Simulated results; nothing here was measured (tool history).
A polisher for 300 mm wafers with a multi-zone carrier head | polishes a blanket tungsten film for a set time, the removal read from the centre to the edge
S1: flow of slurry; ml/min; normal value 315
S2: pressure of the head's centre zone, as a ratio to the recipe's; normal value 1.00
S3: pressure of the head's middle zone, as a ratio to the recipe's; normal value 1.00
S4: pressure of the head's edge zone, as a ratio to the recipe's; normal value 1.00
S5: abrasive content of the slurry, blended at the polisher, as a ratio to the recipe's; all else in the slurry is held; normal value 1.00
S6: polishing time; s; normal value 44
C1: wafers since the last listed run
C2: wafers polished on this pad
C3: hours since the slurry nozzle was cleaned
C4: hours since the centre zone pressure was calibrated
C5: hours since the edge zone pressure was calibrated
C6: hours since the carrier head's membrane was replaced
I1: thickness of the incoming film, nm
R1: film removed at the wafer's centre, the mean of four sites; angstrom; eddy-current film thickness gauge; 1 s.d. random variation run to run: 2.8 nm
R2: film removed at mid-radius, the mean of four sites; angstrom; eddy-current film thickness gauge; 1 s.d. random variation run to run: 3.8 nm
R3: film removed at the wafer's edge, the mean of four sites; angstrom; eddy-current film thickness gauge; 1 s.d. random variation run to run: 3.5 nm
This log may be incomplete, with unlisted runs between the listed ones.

run	hour	S1	S2	S3	S4	S5	S6	C1	C2	C3	C4	C5	C6	I1	R1	R2	R3
1	0.0	315	1.00	1.00	1.00	1.00	44	0	1029	82.9	38.6	42.4	679.8	1000.3	3205	3149	3199
2	19.6	315	1.00	1.00	1.00	1.00	44	157	1187	102.5	58.2	62.0	699.4	1000.0	3190	3178	3193
3	39.7	285	1.00	1.00	1.00	1.00	44	161	1349	122.6	78.3	82.1	719.5	1004.9	3121	3055	3143
# hour 64.0: worn pad replaced by a new one
4	71.7	285	1.00	1.00	1.00	1.00	44	225	61	154.6	110.3	114.1	751.5	1003.2	3197	3285	3319
5	89.0	315	1.00	1.00	1.09	0.90	31	139	200	171.9	127.6	131.4	768.8	1008.6	2229	2234	2287
6	101.8	315	1.00	1.00	1.00	1.00	57	103	303	184.7	140.4	144.2	781.6	1002.6	4183	4236	4391
# hour 116.7: slurry nozzle cleaned
# hour 122.2: carrier head's membrane replaced by a new one
7	137.5	315	1.00	1.00	1.09	0.80	44	239	543	20.8	176.1	179.9	15.3	1021.9	2913	2969	3020
8	169.3	410	1.00	1.00	1.00	1.00	34	255	798	52.6	207.9	211.7	47.1	1004.0	2568	2500	2564
9	198.1	315	1.00	1.00	1.00	0.80	44	231	1030	81.4	236.7	240.5	75.9	1010.7	2913	2906	2983
10	221.4	315	1.09	0.90	1.00	0.90	38	187	1218	104.7	260.0	263.8	99.2	1025.2	2848	2393	2646
11	234.4	315	1.00	1.00	1.00	1.00	44	104	1322	117.7	273.0	276.8	112.2	1000.2	3195	3114	3186
# hour 284.0: worn pad replaced by a new one
# hour 319.3: slurry nozzle cleaned
# hour 331.5: centre zone pressure recalibrated
12	334.2	315	1.00	1.00	1.00	1.15	44	746	379	14.9	2.7	376.6	212.0	993.5	3476	3481	3463
13	366.1	315	1.00	0.96	1.00	1.00	49	256	636	46.8	34.6	408.5	243.9	1016.5	3600	3446	3672
14	393.0	415	1.00	1.00	1.00	1.00	30	216	852	73.7	61.5	435.4	270.8	1018.8	2255	2266	2260
15	410.2	385	1.08	1.00	1.00	0.75	44	138	991	90.9	78.7	452.6	288.0	1011.7	3096	2888	2880
16	438.6	315	1.00	1.00	1.00	1.00	44	228	1219	119.3	107.1	481.0	316.4	1012.8	3195	3144	3266
17	469.3	385	1.00	1.04	1.00	1.00	37	247	1466	150.0	137.8	511.7	347.1	999.3	2688	2739	2662
# hour 479.3: worn pad replaced by a new one
18	497.0	315	1.00	1.00	1.00	1.00	44	190	142	177.7	165.5	539.4	374.8	1013.6	3285	3313	3314
19	517.0	315	0.89	1.00	1.00	0.90	37	160	303	197.7	185.5	559.4	394.8	1013.1	2365	2639	2652
20	534.8	265	1.00	1.12	0.89	1.00	48	143	446	215.5	203.3	577.2	412.6	994.1	3486	3843	3383
21	562.4	315	1.00	1.00	1.09	0.80	44	222	669	243.1	230.9	604.8	440.2	1005.1	2893	2957	3074

5 options for the next run, each taken on its own from the tool as it stands now. Forecast them:
A	562.8	315	1.00	1.00	1.00	1.00	44	3	672	243.5	231.3	605.2	440.6	1024.9	?	?	?
B	562.8	285	1.00	1.12	0.89	1.00	44	3	672	243.5	231.3	605.2	440.6	1024.9	?	?	?
C	562.8	315	0.97	1.00	1.00	0.70	44	3	672	243.5	231.3	605.2	440.6	1024.9	?	?	?
D	562.8	405	1.00	1.10	0.90	1.00	52	3	672	243.5	231.3	605.2	440.6	1024.9	?	?	?
E	562.8	315	1.00	1.00	0.96	1.00	44	3	672	243.5	231.3	605.2	440.6	1024.9	?	?	?

run	R1	R2	R3
A	3195	3255	3280
B	3160	3543	3075
C	2633	2767	2787
D	3872	4261	3747
E	3195	3255	3216
Without the tool's unlogged condition, the same runs would have read:
run	R1	R2	R3
A	3266	3327	3353
B	3230	3621	3143
C	2692	2828	2849
D	3958	4355	3830
E	3266	3328	3288
